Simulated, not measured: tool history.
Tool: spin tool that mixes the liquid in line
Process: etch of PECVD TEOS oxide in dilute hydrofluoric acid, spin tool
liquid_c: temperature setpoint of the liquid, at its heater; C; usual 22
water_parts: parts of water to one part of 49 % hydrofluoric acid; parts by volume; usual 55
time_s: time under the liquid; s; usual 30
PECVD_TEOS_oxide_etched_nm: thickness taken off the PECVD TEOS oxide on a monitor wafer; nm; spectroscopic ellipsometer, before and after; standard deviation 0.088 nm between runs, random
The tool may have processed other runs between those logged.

| run | hour | liquid_c | water_parts | time_s | read-back film thickness of the PECVD TEOS oxide reference wafer, read on the same gauge (nm) | PECVD_TEOS_oxide_etched_nm |
|---|---|---|---|---|---|---|
| 1 | 0 | 19.5 | 35 | 30 | 120.01 | 16.4 |
| 2 | 98.6 | 22 | 55 | 30 | 120.02 | 11.31 |
| 3 | 149.9 | 22 | 55 | 15 | 120 | 5.71 |
| 4 | 232.1 | 22 | 55 | 15 | 119.99 | 5.6 |
| 5 | 272.9 | 22 | 65 | 30 | 120.03 | 9.4 |
|  | 284 | gauge calibrated |
| 6 | 310.7 | 22 | 65 | 30 | 119.99 | 9.52 |
| 7 | 395.7 | 22 | 65 | 30 | 119.98 | 9.58 |
|  | 449.4 | hydrofluoric acid flow meter replaced |
| 8 | 449.9 | 25 | 70 | 30 | 119.98 | 9.88 |
| 9 | 547.3 | 25 | 70 | 30 | 120.02 | 9.9 |
| 10 | 761.9 | 25 | 70 | 30 | 119.98 | 9.99 |
|  | 789.3 | thermometer replaced |
| 11 | 840.9 | 20 | 55 | 30 | 119.97 | 10.3 |
| 12 | 948.8 | 22 | 55 | 45 | 119.95 | 17.17 |
| 13 | 985.2 | 23.5 | 35 | 40 | 120.02 | 26.2 |
| 14 | 1081.2 | 19.5 | 30 | 45 | 119.96 | 28.47 |
| 15 | 1132.3 | 22 | 55 | 35 | 119.98 | 13.32 |
| 16 | 1230.3 | 17.5 | 25 | 45 | 119.99 | 32.38 |
| 17 | 1389.4 | 22 | 55 | 30 | 120.02 | 11.39 |
| 18 | 1429 | 22 | 75 | 30 | 120 | 8.2 |
|  | 1615.6 | hydrofluoric acid flow meter replaced |
| 19 | 1620.4 | 24 | 55 | 30 | 120.01 | 12.33 |
| 20 | 1662.6 | 27 | 55 | 15 | 120.02 | 7.06 |
| 21 | 1752.6 | 22 | 80 | 30 | 120.04 | 7.59 |
| 22 | 1824.2 | 18 | 55 | 30 | 120.02 | 9.56 |
| 23 | 1869.1 | 22 | 30 | 15 | 119.99 | 10.87 |
| 24 | 1976.8 | 17 | 80 | 30 | 119.98 | 6.24 |
| 25 | 2073.5 | 22 | 55 | 30 | 119.99 | 11.44 |
| 26 | 2171.6 | 22 | 55 | 30 | 119.94 | 11.41 |
| 27 | 2235.1 | 22 | 55 | 30 | 120.01 | 11.39 |
| 28 | 2323.1 | 20 | 65 | 15 | 120.02 | 4.34 |
| 29 | 2361.2 | 24.5 | 55 | 30 | 120.01 | 12.78 |
| 30 | 2406.5 | 19 | 55 | 30 | 119.96 | 9.91 |
| 31 | 2482.7 | 22 | 30 | 30 | 119.96 | 21.54 |
| 32 | 2577.2 | 26.5 | 40 | 50 | 119.99 | 31.54 |
| 33 | 2636.5 | 26.5 | 55 | 30 | 119.99 | 13.68 |
| 34 | 2719.7 | 22 | 45 | 30 | 120 | 14.29 |

3 ways to go on from here, each from the tool as it stands after run 34. What would each give?
| A | 2720.1 | 25 | 55 | 30 | ? | ? |
| B | 2720.1 | 25 | 45 | 35 | ? | ? |
| C | 2720.1 | 25.5 | 40 | 30 | ? | ? |

| run | read-back film thickness of the PECVD TEOS oxide reference wafer, read on the same gauge (nm) | PECVD_TEOS_oxide_etched_nm |
|---|---|---|
| A | 120.01 | 13.04 |
| B | 120.01 | 18.85 |
| C | 120.01 | 18.68 |
With no hidden state in the tool, these same runs would have given:
| run | PECVD_TEOS_oxide_etched_nm |
|---|---|
| A | 13.04 |
| B | 18.85 |
| C | 18.68 |

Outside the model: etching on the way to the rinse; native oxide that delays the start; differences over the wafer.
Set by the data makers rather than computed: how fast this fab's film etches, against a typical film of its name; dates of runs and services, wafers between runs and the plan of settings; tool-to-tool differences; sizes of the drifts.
